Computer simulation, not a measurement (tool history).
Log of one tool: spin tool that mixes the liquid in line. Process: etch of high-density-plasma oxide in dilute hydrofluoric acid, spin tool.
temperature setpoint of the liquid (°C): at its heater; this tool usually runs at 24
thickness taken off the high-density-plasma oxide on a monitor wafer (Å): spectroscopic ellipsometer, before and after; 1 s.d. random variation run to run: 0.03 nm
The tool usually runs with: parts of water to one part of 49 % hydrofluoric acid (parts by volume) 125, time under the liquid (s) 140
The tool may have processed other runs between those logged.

run    hour  temperature setpoint of the liquid (°C)  parts of water to one part of 49 % hydrofluoric acid (parts by volume)  time under the liquid (s)  read-back film thickness of the high-density-plasma oxide reference wafer, read on the same gauge (nm)  thickness taken off the high-density-plasma oxide on a monitor wafer (Å)
  1       0                                       24                                                                     125                        140                                                                                                  139.98                                                                      63.6
  2    63.5                                       24                                                                     125                        140                                                                                                  140.02                                                                      64.5
  3   169.1                                     20.5                                                                     125                        140                                                                                                     140                                                                      56.1
  4   230.2                                       24                                                                     145                        140                                                                                                  140.01                                                                      54.3
      261.6  -- hydrofluoric acid flow meter replaced
  5   295.3                                       24                                                                     145                        140                                                                                                  140.02                                                                      54.5
  6   343.5                                       24                                                                     145                        140                                                                                                  140.03                                                                      54.4
        399  -- thermometer replaced
  7   449.5                                       24                                                                     125                        140                                                                                                  140.05                                                                      61.6
      496.9  -- gauge calibrated
  8     497                                       24                                                                     125                        140                                                                                                  140.01                                                                      61.3
  9   588.8                                       24                                                                      75                        100                                                                                                  139.98                                                                      78.8
 10   626.2                                       24                                                                     125                        175                                                                                                  140.01                                                                      77.8
 11   687.6                                       24                                                                     180                         90                                                                                                  140.01                                                                        26
 12   737.5                                       24                                                                     155                        140                                                                                                  139.99                                                                      48.1
 13   821.3                                       29                                                                     165                         60                                                                                                  139.96                                                                      23.1
 14   871.6                                       24                                                                     125                        140                                                                                                  140.01                                                                      62.4
        915  -- hydrofluoric acid flow meter replaced
 15   936.2                                     21.5                                                                      95                        105                                                                                                  140.04                                                                      57.8
 16  1119.7                                       21                                                                     100                        225                                                                                                  139.99                                                                     115.8
 17  1183.8                                       24                                                                      95                         90                                                                                                  140.01                                                                      55.2
 18  1275.3                                       24                                                                     125                        140                                                                                                  140.06                                                                      62.4
 19  1332.5                                       24                                                                     125                        140                                                                                                  140.01                                                                      63.4
 20    1421                                       20                                                                      90                         70                                                                                                  140.03                                                                      39.1
 21  1483.7                                     28.5                                                                     125                        140                                                                                                  140.01                                                                      75.4
 22  1568.1                                       21                                                                     165                        100                                                                                                  140.01                                                                      29.3
     1596.5  -- hydrofluoric acid flow meter replaced
 23  1657.9                                     19.5                                                                      80                        180                                                                                                     140                                                                     114.1
 24  1718.9                                     22.5                                                                     155                        110                                                                                                     140                                                                      36.8
 25  1783.5                                       24                                                                     110                        140                                                                                                  140.02                                                                        74
 26  1820.9                                     26.5                                                                     125                        140                                                                                                  140.01                                                                      70.3
 27  1910.7                                       24                                                                     125                         65                                                                                                  140.02                                                                      29.8
 28  1994.5                                     28.5                                                                      75                         55                                                                                                  139.99                                                                      53.8
     2104.9  -- thermometer replaced
 29  2265.2                                       24                                                                     125                        140                                                                                                     140                                                                      61.5
 30  2354.4                                       24                                                                     125                         90                                                                                                  139.98                                                                      39.8
     2467.8  -- hydrofluoric acid flow meter replaced
 31  2652.7                                       24                                                                     125                        140                                                                                                  139.95                                                                      62.5

Alternative continuations, all from the tool just after run 31; predict every row:
  A  2653.2                                     22.5                                                                     125                        140                                                                                                       ?                                                                         ?
  B  2653.2                                     20.5                                                                      95                        100                                                                                                       ?                                                                         ?
  C  2653.2                                     21.5                                                                     125                         75                                                                                                       ?                                                                         ?
  D  2653.2                                       24                                                                     100                        140                                                                                                       ?                                                                         ?

run  read-back film thickness of the high-density-plasma oxide reference wafer, read on the same gauge (nm)  thickness taken off the high-density-plasma oxide on a monitor wafer (Å)
  A                                                                                                     140                                                                      58.7
  B                                                                                                     140                                                                      52.7
  C                                                                                                     140                                                                      30.2
  D                                                                                                     140                                                                      80.2
Had the tool no hidden state, the same runs would have come out as:
run  thickness taken off the high-density-plasma oxide on a monitor wafer (Å)
  A                                                                      57.7
  B                                                                      51.7
  C                                                                      29.7
  D                                                                      78.8
